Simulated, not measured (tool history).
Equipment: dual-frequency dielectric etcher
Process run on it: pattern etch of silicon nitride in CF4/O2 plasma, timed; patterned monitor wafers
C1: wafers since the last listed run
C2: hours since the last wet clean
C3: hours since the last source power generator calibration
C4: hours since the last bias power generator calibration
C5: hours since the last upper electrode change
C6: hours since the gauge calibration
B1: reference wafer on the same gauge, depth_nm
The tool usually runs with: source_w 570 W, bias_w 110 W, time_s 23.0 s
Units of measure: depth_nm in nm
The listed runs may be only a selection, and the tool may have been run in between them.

Run 1, hour 0.0: usual settings; C1 0; C2 160.6; C3 1271.7; C4 945.6; C5 1704.8; C6 240.3; B1 43.96. Result: depth_nm 46.79 nm.
Run 2, hour 36.4: usual settings; C1 356; C2 197.0; C3 1308.1; C4 982.0; C5 1741.2; C6 276.7; B1 44.01. Result: depth_nm 46.95 nm.
Run 3, hour 120.7: usual settings; C1 824; C2 281.3; C3 1392.4; C4 1066.3; C5 1825.5; C6 361.0; B1 44.02. Result: depth_nm 47.10 nm.
Run 4, hour 160.4: usual settings; C1 388; C2 321.0; C3 1432.1; C4 1106.0; C5 1865.2; C6 400.7; B1 44.03. Result: depth_nm 47.34 nm.
Run 5, hour 261.9: usual settings but source_w 490 W; C1 993; C2 422.5; C3 1533.6; C4 1207.5; C5 1966.7; C6 502.2; B1 44.03. Result: depth_nm 42.83 nm.
Run 6, hour 306.5: usual settings but source_w 640 W; C1 436; C2 467.1; C3 1578.2; C4 1252.1; C5 2011.3; C6 546.8; B1 43.93. Result: depth_nm 50.44 nm.
At hour 334.4: wet clean of the chamber.
Run 7, hour 404.3: usual settings; C1 722; C2 69.9; C3 1676.0; C4 1349.9; C5 2109.1; C6 644.6; B1 44.02. Result: depth_nm 47.17 nm.
Run 8, hour 465.8: usual settings; C1 601; C2 131.4; C3 1737.5; C4 1411.4; C5 2170.6; C6 706.1; B1 44.08. Result: depth_nm 47.43 nm.
Run 9, hour 502.7: usual settings; C1 361; C2 168.3; C3 1774.4; C4 1448.3; C5 2207.5; C6 743.0; B1 44.04. Result: depth_nm 46.93 nm.
Run 10, hour 610.3: usual settings; C1 1052; C2 275.9; C3 1882.0; C4 1555.9; C5 2315.1; C6 850.6; B1 44.03. Result: depth_nm 47.16 nm.
Run 11, hour 648.2: usual settings; C1 370; C2 313.8; C3 1919.9; C4 1593.8; C5 2353.0; C6 888.5; B1 43.98. Result: depth_nm 47.38 nm.
Run 12, hour 690.8: usual settings but bias_w 94 W; C1 416; C2 356.4; C3 1962.5; C4 1636.4; C5 2395.6; C6 931.1; B1 44.01. Result: depth_nm 45.09 nm.
Run 13, hour 795.3: usual settings but bias_w 94 W; C1 1022; C2 460.9; C3 2067.0; C4 1740.9; C5 2500.1; C6 1035.6; B1 44.06. Result: depth_nm 44.57 nm.
At hour 823.2: wet clean of the chamber.
Run 14, hour 864.7: usual settings; C1 444; C2 41.5; C3 2136.4; C4 1810.3; C5 2569.5; C6 1105.0; B1 43.99. Result: depth_nm 47.41 nm.
At hour 875.6: bias power generator calibrated.
Run 15, hour 903.3: usual settings; C1 338; C2 80.1; C3 2175.0; C4 27.7; C5 2608.1; C6 1143.6; B1 44.05. Result: depth_nm 47.37 nm.
Run 16, hour 1008.1: usual settings but source_w 530 W, bias_w 137 W; C1 1025; C2 184.9; C3 2279.8; C4 132.5; C5 2712.9; C6 1248.4; B1 44.03. Result: depth_nm 49.29 nm.
At hour 1034.6: upper electrode replaced.
At hour 1060.7: source power generator calibrated.
Run 17, hour 1098.8: usual settings but bias_w 82 W, time_s 20.0 s; C1 613; C2 275.6; C3 38.1; C4 223.2; C5 64.2; C6 1339.1; B1 43.99. Result: depth_nm 37.96 nm.
Run 18, hour 1170.4: usual settings but bias_w 83 W; C1 700; C2 347.2; C3 109.7; C4 294.8; C5 135.8; C6 1410.7; B1 44.03. Result: depth_nm 43.80 nm.
At hour 1203.5: wet clean of the chamber.
Run 19, hour 1237.9: usual settings but source_w 660 W, time_s 25.5 s; C1 425; C2 34.4; C3 177.2; C4 362.3; C5 203.3; C6 1478.2; B1 43.92. Result: depth_nm 59.21 nm.
At hour 1264.6: gauge calibrated.
Run 20, hour 1325.0: usual settings but source_w 440 W, time_s 20.5 s; C1 852; C2 121.5; C3 264.3; C4 449.4; C5 290.4; C6 60.4; B1 44.03. Result: depth_nm 36.92 nm.
Run 21, hour 1396.2: usual settings; C1 696; C2 192.7; C3 335.5; C4 520.6; C5 361.6; C6 131.6; B1 43.96. Result: depth_nm 48.05 nm.
Run 22, hour 1487.1: usual settings but bias_w 88 W, time_s 28.0 s; C1 889; C2 283.6; C3 426.4; C4 611.5; C5 452.5; C6 222.5; B1 44.01. Result: depth_nm 54.40 nm.
At hour 1543.4: source power generator calibrated, repeated, since the last time left the tool worse.
Run 23, hour 1558.9: usual settings; C1 663; C2 355.4; C3 15.5; C4 683.3; C5 524.3; C6 294.3; B1 44.01. Result: depth_nm 46.79 nm.
Run 24, hour 1609.0: usual settings; C1 490; C2 405.5; C3 65.6; C4 733.4; C5 574.4; C6 344.4; B1 43.97. Result: depth_nm 46.84 nm.
At hour 1684.9: wet clean of the chamber.
Run 25, hour 1686.4: usual settings; C1 522; C2 1.5; C3 143.0; C4 810.8; C5 651.8; C6 421.8; B1 44.00. Result: depth_nm 46.84 nm.
Run 26, hour 1731.7: usual settings but bias_w 120 W, time_s 27.0 s; C1 443; C2 46.8; C3 188.3; C4 856.1; C5 697.1; C6 467.1; B1 43.99. Result: depth_nm 56.40 nm.
Run 27, hour 1821.1: usual settings but source_w 470 W, bias_w 124 W, time_s 21.0 s; C1 874; C2 136.2; C3 277.7; C4 945.5; C5 786.5; C6 556.5; B1 43.90. Result: depth_nm 39.60 nm.
Run 28, hour 1859.6: usual settings but source_w 510 W, bias_w 137 W; C1 376; C2 174.7; C3 316.2; C4 984.0; C5 825.0; C6 595.0; B1 44.03. Result: depth_nm 47.13 nm.
Run 29, hour 1954.7: usual settings but time_s 16.5 s; C1 930; C2 269.8; C3 411.3; C4 1079.1; C5 920.1; C6 690.1; B1 44.04. Result: depth_nm 33.50 nm.

Results per run with the tool's hidden condition removed, run-to-run variation unchanged:
The hidden state here: etch rate over this chamber's usual, %; source power that arrives over what is set, %; bias power that arrives over what is set, %; gauge reads high (%).
run  depth_nm
  1     46.53
  2     46.67
  3     46.78
  4     47.00
  5     42.47
  6     49.99
  7     46.70
  8     46.92
  9     46.41
 10     46.57
 11     46.76
 12     44.47
 13     43.89
 14     46.65
 15     46.58
 16     48.40
 17     36.42
 18     42.02
 19     56.82
 20     35.43
 21     46.10
 22     52.16
 23     46.70
 24     46.76
 25     46.74
 26     56.29
 27     39.51
 28     47.03
 29     33.42
